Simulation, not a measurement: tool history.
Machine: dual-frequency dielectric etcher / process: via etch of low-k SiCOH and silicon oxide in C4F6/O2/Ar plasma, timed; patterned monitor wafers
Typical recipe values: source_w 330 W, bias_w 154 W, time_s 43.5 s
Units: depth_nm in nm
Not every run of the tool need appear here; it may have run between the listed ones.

run	hour	source_w	bias_w	time_s	wafers since the last listed run	hours since the last wet clean	hours since the last source power generator calibration	hours since the last bias power generator calibration	hours since the last upper electrode change	hours since the gauge calibration	read-back reference wafer on the same gauge, depth_nm	depth_nm
1	0	330	154	51	0	317.4	3032.8	1062.5	96.8	79.2	73.9	103.8
2	45.2	330	154	43.5	649	362.6	3078	1107.7	142	124.4	73.9	88.4
3	122.7	330	154	43.5	1114	440.1	3155.5	1185.2	219.5	201.9	73.9	88.5
4	188.7	330	154	43.5	948	506.1	3221.5	1251.2	285.5	267.9	73.8	87.8
5	264.4	330	154	43.5	1088	581.8	3297.2	1326.9	361.2	343.6	73.9	87.2
# hour 288.1: source power generator calibrated
6	319.4	270	191	43.5	733	636.8	31.3	1381.9	416.2	398.6	73.8	87.5
7	423.6	360	154	48	1497	741	135.5	1486.1	520.4	502.8	73.9	98.4
# hour 494.2: wet clean of the chamber
8	494.7	330	124	53.5	677	0.5	206.6	1557.2	591.5	573.9	74	103.6
9	539.1	300	120	32.5	638	44.9	251	1601.6	635.9	618.3	73.9	60.8
10	630.6	250	118	43.5	1315	136.4	342.5	1693.1	727.4	709.8	74	76.8
11	735.4	330	154	43.5	1506	241.2	447.3	1797.9	832.2	814.6	74	88.5
12	832.7	250	136	48	1398	338.5	544.6	1895.2	929.5	911.9	73.9	87.6
13	915.5	330	184	54	1190	421.3	627.4	1978	1012.3	994.7	73.9	115.6
14	985.5	330	134	55.5	1006	491.3	697.4	2048	1082.3	1064.7	74	107.4
# hour 1305: wet clean of the chamber
15	1305.5	330	121	53	4255	0.5	1017.4	2368	1402.3	1384.7	73.9	102.5
16	1355.5	280	123	50	718	50.5	1067.4	2418	1452.3	1434.7	73.9	92.7
# hour 1427.4: bias power generator calibrated
17	1524.7	300	141	43.5	2374	219.7	1236.6	97.3	1621.5	1603.9	73.9	84.5
18	1600.7	330	134	55.5	1092	295.7	1312.6	173.3	1697.5	1679.9	73.9	108.7
19	1689	330	165	33	1269	384	1400.9	261.6	1785.8	1768.2	73.8	68.3
20	1777.7	330	154	43.5	1275	472.7	1489.6	350.3	1874.5	1856.9	73.8	88
21	1817.8	330	154	43.5	576	512.8	1529.7	390.4	1914.6	1897	73.9	88.2
22	1880	330	154	43.5	894	575	1591.9	452.6	1976.8	1959.2	74	88
# hour 1931: wet clean of the chamber
23	1953.6	380	175	33	713	22.6	1665.5	526.2	2050.4	2032.8	73.9	73.4
24	2007.3	330	164	43.5	771	76.3	1719.2	579.9	2104.1	2086.5	73.8	91.5
# hour 2036: gauge calibrated
25	2096.1	350	154	49.5	1276	165.1	1808	668.7	2192.9	60.1	73.9	103.6
26	2195.2	400	179	32.5	1424	264.2	1907.1	767.8	2292	159.2	74	73.3
27	2279.7	280	171	37.5	1214	348.7	1991.6	852.3	2376.5	243.7	74	75.3
28	2322.3	400	139	50	612	391.3	2034.2	894.9	2419.1	286.3	73.9	104.4

What if the next run were any one of these 5? Each begins from the tool's condition after run 28:
A	2322.7	330	154	43.5	5	391.7	2034.6	895.3	2419.5	286.7	?	?
B	2322.7	280	129	53	5	391.7	2034.6	895.3	2419.5	286.7	?	?
C	2322.7	330	130	43.5	5	391.7	2034.6	895.3	2419.5	286.7	?	?
D	2322.7	360	119	39	5	391.7	2034.6	895.3	2419.5	286.7	?	?
E	2322.7	270	154	43.5	5	391.7	2034.6	895.3	2419.5	286.7	?	?

run	read-back reference wafer on the same gauge, depth_nm	depth_nm
A	73.9	87.9
B	73.9	97.3
C	73.9	83.9
D	73.9	75.3
E	73.9	83.1
With no hidden state in the tool, these same runs would have given:
run	depth_nm
A	89.3
B	98.8
C	85.2
D	76.6
E	84.4
